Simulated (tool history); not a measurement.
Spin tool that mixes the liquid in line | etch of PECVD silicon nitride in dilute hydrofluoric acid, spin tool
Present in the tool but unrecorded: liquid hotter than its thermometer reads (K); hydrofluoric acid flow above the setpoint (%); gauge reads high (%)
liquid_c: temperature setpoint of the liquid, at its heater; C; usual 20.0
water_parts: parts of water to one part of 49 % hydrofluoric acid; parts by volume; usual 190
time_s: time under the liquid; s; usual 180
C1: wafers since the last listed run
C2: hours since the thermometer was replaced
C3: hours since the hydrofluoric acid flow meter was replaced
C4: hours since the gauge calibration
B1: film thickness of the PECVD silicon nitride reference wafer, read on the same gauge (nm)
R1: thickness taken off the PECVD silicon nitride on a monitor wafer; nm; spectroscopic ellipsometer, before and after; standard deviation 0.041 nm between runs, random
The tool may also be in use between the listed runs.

Run 1, day 0.000: usual settings; C1 0; C2 563.5; C3 893.9; C4 15.7; B1 80.005. Result: R1 3.863 nm.
Run 2, day 1.100: usual settings; C1 274; C2 589.9; C3 920.3; C4 42.1; B1 80.003. Result: R1 3.841 nm.
Run 3, day 2.308: usual settings; C1 301; C2 618.9; C3 949.3; C4 71.1; B1 79.986. Result: R1 4.025 nm.
Run 4, day 3.608: usual settings; C1 324; C2 650.1; C3 980.5; C4 102.3; B1 80.009. Result: R1 3.884 nm.
Run 5, day 4.354: usual settings; C1 186; C2 668.0; C3 998.4; C4 120.2; B1 80.006. Result: R1 3.958 nm.
Run 6, day 5.217: usual settings; C1 215; C2 688.7; C3 1019.1; C4 140.9; B1 80.030. Result: R1 3.967 nm.
Run 7, day 6.492: usual settings but water_parts 140 parts by volume; C1 318; C2 719.3; C3 1049.7; C4 171.5; B1 79.991. Result: R1 5.376 nm.
Run 8, day 7.000: usual settings but liquid_c 23.0 C, time_s 110 s; C1 127; C2 731.5; C3 1061.9; C4 183.7; B1 79.992. Result: R1 2.952 nm.
Run 9, day 8.408: usual settings but liquid_c 23.0 C, time_s 110 s; C1 351; C2 765.3; C3 1095.7; C4 217.5; B1 80.009. Result: R1 3.017 nm.
Run 10, day 9.904: usual settings; C1 373; C2 801.2; C3 1131.6; C4 253.4; B1 79.999. Result: R1 4.018 nm.
Run 11, day 11.354: usual settings but water_parts 160 parts by volume; C1 362; C2 836.0; C3 1166.4; C4 288.2; B1 80.023. Result: R1 4.793 nm.
Run 12, day 12.392: usual settings but water_parts 160 parts by volume; C1 259; C2 860.9; C3 1191.3; C4 313.1; B1 80.005. Result: R1 4.829 nm.
Run 13, day 15.729: usual settings but liquid_c 17.0 C; C1 834; C2 941.0; C3 1271.4; C4 393.2; B1 79.966. Result: R1 3.433 nm.
At day 16.279: gauge calibrated.
Run 14, day 17.200: usual settings; C1 367; C2 976.3; C3 1306.7; C4 22.1; B1 79.989. Result: R1 4.207 nm.
Run 15, day 18.508: usual settings; C1 326; C2 1007.7; C3 1338.1; C4 53.5; B1 79.968. Result: R1 4.164 nm.
Run 16, day 19.412: usual settings; C1 225; C2 1029.4; C3 1359.8; C4 75.2; B1 80.027. Result: R1 4.204 nm.
Run 17, day 20.496: usual settings but liquid_c 22.5 C, time_s 270 s; C1 270; C2 1055.4; C3 1385.8; C4 101.2; B1 80.005. Result: R1 7.447 nm.
Run 18, day 21.142: usual settings; C1 161; C2 1070.9; C3 1401.3; C4 116.7; B1 79.984. Result: R1 4.176 nm.
At day 21.317: thermometer replaced.
Run 19, day 21.854: usual settings; C1 167; C2 12.9; C3 1418.4; C4 133.8; B1 79.990. Result: R1 3.484 nm.
Run 20, day 22.850: usual settings; C1 248; C2 36.8; C3 1442.3; C4 157.7; B1 79.983. Result: R1 3.562 nm.
Run 21, day 24.025: usual settings; C1 293; C2 65.0; C3 1470.5; C4 185.9; B1 80.018. Result: R1 3.504 nm.
Run 22, day 24.679: usual settings but time_s 285 s; C1 163; C2 80.7; C3 1486.2; C4 201.6; B1 79.974. Result: R1 5.640 nm.
At day 24.792: hydrofluoric acid flow meter replaced.
Run 23, day 26.071: usual settings; C1 337; C2 114.1; C3 30.7; C4 235.0; B1 80.037. Result: R1 3.599 nm.
Run 24, day 27.092: usual settings but liquid_c 24.5 C, time_s 110 s; C1 255; C2 138.6; C3 55.2; C4 259.5; B1 79.997. Result: R1 2.900 nm.
Run 25, day 28.358: usual settings but liquid_c 17.0 C, water_parts 280 parts by volume, time_s 110 s; C1 316; C2 169.0; C3 85.6; C4 289.9; B1 80.010. Result: R1 1.246 nm.
Run 26, day 28.921: usual settings but liquid_c 17.0 C, time_s 260 s; C1 140; C2 182.5; C3 99.1; C4 303.4; B1 80.003. Result: R1 4.210 nm.
Run 27, day 29.588: usual settings but liquid_c 24.0 C, time_s 255 s; C1 166; C2 198.5; C3 115.1; C4 319.4; B1 80.006. Result: R1 6.581 nm.
Run 28, day 30.379: usual settings; C1 197; C2 217.5; C3 134.1; C4 338.4; B1 79.969. Result: R1 3.641 nm.
Run 29, day 31.462: usual settings but liquid_c 18.5 C; C1 270; C2 243.5; C3 160.1; C4 364.4; B1 79.995. Result: R1 3.345 nm.
Run 30, day 32.212: usual settings but time_s 210 s; C1 187; C2 261.5; C3 178.1; C4 382.4; B1 80.011. Result: R1 4.258 nm.
Run 31, day 33.204: usual settings but liquid_c 17.0 C, water_parts 225 parts by volume, time_s 125 s; C1 247; C2 285.3; C3 201.9; C4 406.2; B1 80.003. Result: R1 1.811 nm.
Run 32, day 34.554: usual settings but liquid_c 22.0 C, water_parts 240 parts by volume, time_s 80 s; C1 337; C2 317.7; C3 234.3; C4 438.6; B1 80.030. Result: R1 1.505 nm.

Forecast each of these 4 alternatives for the next run:
Run A, day 34.575: usual settings; C1 5; C2 318.2; C3 234.8; C4 439.1; B1 ?. Result: R1 ?.
Run B, day 34.575: usual settings but liquid_c 17.0 C, water_parts 270 parts by volume, time_s 90 s; C1 5; C2 318.2; C3 234.8; C4 439.1; B1 ?. Result: R1 ?.
Run C, day 34.575: usual settings but water_parts 220 parts by volume; C1 5; C2 318.2; C3 234.8; C4 439.1; B1 ?. Result: R1 ?.
Run D, day 34.575: usual settings but time_s 100 s; C1 5; C2 318.2; C3 234.8; C4 439.1; B1 ?. Result: R1 ?.

run      B1     R1
  A  79.981  3.696
  B  79.981  1.081
  C  79.981  3.203
  D  79.981  2.053
The same runs, with their run-to-run variation unchanged, on a tool lacking any hidden condition would have given:
run     R1
  A  3.486
  B  1.020
  C  3.024
  D  1.937

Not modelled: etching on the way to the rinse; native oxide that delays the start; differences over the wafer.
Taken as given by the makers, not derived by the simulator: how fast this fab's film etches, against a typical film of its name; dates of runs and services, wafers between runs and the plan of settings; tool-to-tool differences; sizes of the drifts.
